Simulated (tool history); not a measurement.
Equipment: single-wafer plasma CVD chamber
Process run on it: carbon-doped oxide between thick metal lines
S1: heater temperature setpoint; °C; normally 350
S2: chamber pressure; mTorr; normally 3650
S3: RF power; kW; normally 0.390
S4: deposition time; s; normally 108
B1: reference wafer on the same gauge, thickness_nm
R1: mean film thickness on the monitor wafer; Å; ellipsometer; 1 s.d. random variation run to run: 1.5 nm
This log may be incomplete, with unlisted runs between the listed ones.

{"run": 1, "hour": 0.0, "S1": 350, "S2": 3830, "S3": 0.39, "S4": 108, "B1": 425.052, "R1": 4492.43}
{"run": 2, "hour": 57.1, "S1": 350, "S2": 3830, "S3": 0.39, "S4": 108, "B1": 424.997, "R1": 4458.27}
{"run": 3, "hour": 114.2, "S1": 350, "S2": 3650, "S3": 0.39, "S4": 91, "B1": 424.892, "R1": 3766.03}
{"run": 4, "hour": 169.9, "S1": 350, "S2": 3650, "S3": 0.39, "S4": 108, "B1": 425.021, "R1": 4452.69}
{"run": 5, "hour": 261.5, "S1": 350, "S2": 3650, "S3": 0.39, "S4": 108, "B1": 424.98, "R1": 4403.95}
{"run": 6, "hour": 310.5, "S1": 350, "S2": 3650, "S3": 0.39, "S4": 108, "B1": 425.163, "R1": 4414.63}
{"run": 7, "hour": 409.6, "S1": 350, "S2": 3650, "S3": 0.39, "S4": 108, "B1": 425.08, "R1": 4399.8}
{"run": 8, "hour": 466.5, "S1": 350, "S2": 3650, "S3": 0.39, "S4": 108, "B1": 424.839, "R1": 4388.48}
{"run": 9, "hour": 510.9, "S1": 357, "S2": 3650, "S3": 0.39, "S4": 108, "B1": 424.927, "R1": 4336.5}
{"run": 10, "hour": 597.1, "S1": 357, "S2": 3650, "S3": 0.39, "S4": 108, "B1": 424.803, "R1": 4330.42}
{"run": 11, "hour": 638.5, "S1": 350, "S2": 3650, "S3": 0.39, "S4": 108, "B1": 424.78, "R1": 4354.57}
{"run": 12, "hour": 693.6, "S1": 347, "S2": 3650, "S3": 0.39, "S4": 108, "B1": 424.921, "R1": 4413.04}
{"run": 13, "hour": 799.0, "S1": 340, "S2": 3650, "S3": 0.39, "S4": 108, "B1": 425.066, "R1": 4437.96}
{"hour": 820.6, "done": "RF generator calibrated"}
{"run": 14, "hour": 883.3, "S1": 337, "S2": 3240, "S3": 0.35, "S4": 86, "B1": 424.979, "R1": 3296.53}
{"run": 15, "hour": 949.8, "S1": 346, "S2": 3650, "S3": 0.39, "S4": 108, "B1": 424.931, "R1": 4507.36}
{"run": 16, "hour": 1054.5, "S1": 339, "S2": 3650, "S3": 0.39, "S4": 102, "B1": 425.075, "R1": 4361.18}
{"hour": 1144.7, "done": "capacitance manometer re-zeroed and calibrated"}
{"hour": 1248.2, "done": "gauge calibrated"}
{"run": 17, "hour": 1298.4, "S1": 350, "S2": 3200, "S3": 0.39, "S4": 124, "B1": 425.078, "R1": 5082.83}
{"run": 18, "hour": 1341.0, "S1": 342, "S2": 3650, "S3": 0.325, "S4": 121, "B1": 425.009, "R1": 4244.77}
{"run": 19, "hour": 1384.6, "S1": 350, "S2": 4090, "S3": 0.345, "S4": 121, "B1": 424.882, "R1": 4463.32}
{"run": 20, "hour": 1491.5, "S1": 350, "S2": 3650, "S3": 0.39, "S4": 108, "B1": 424.89, "R1": 4455.13}
{"run": 21, "hour": 1583.7, "S1": 365, "S2": 3650, "S3": 0.315, "S4": 125, "B1": 425.142, "R1": 4013.69}
{"hour": 1656.0, "done": "showerhead replaced"}
{"hour": 1659.0, "done": "thermocouple changed; heater temperature recalibrated"}
{"run": 22, "hour": 1659.5, "S1": 339, "S2": 3650, "S3": 0.39, "S4": 102, "B1": 425.041, "R1": 4302.72}
{"run": 23, "hour": 1766.6, "S1": 350, "S2": 3650, "S3": 0.39, "S4": 108, "B1": 425.045, "R1": 4398.24}
{"run": 24, "hour": 1848.3, "S1": 339, "S2": 3650, "S3": 0.39, "S4": 102, "B1": 424.93, "R1": 4240.84}
{"run": 25, "hour": 1946.1, "S1": 337, "S2": 3170, "S3": 0.44, "S4": 115, "B1": 425.11, "R1": 5340.15}
{"run": 26, "hour": 2005.3, "S1": 350, "S2": 3650, "S3": 0.39, "S4": 108, "B1": 424.904, "R1": 4378.88}
{"hour": 2071.8, "done": "RF generator calibrated"}
{"run": 27, "hour": 2081.3, "S1": 350, "S2": 3650, "S3": 0.39, "S4": 126, "B1": 425.19, "R1": 5195.06}

Forecast each of these 4 alternatives for the next run:
{"run": "A", "hour": 2081.7, "S1": 350, "S2": 3650, "S3": 0.39, "S4": 108, "B1": "?", "R1": "?"}
{"run": "B", "hour": 2081.7, "S1": 350, "S2": 3890, "S3": 0.39, "S4": 108, "B1": "?", "R1": "?"}
{"run": "C", "hour": 2081.7, "S1": 356, "S2": 3650, "S3": 0.35, "S4": 129, "B1": "?", "R1": "?"}
{"run": "D", "hour": 2081.7, "S1": 362, "S2": 3650, "S3": 0.345, "S4": 95, "B1": "?", "R1": "?"}

run=A B1=425.111 R1=4457.66
run=B B1=425.111 R1=4476.81
run=C B1=425.111 R1=4722.41
run=D B1=425.111 R1=3390.04
Without the tool's unlogged condition, the same runs would have read:
run=A R1=4497.04
run=B R1=4516.36
run=C R1=4765.96
run=D R1=3421.31
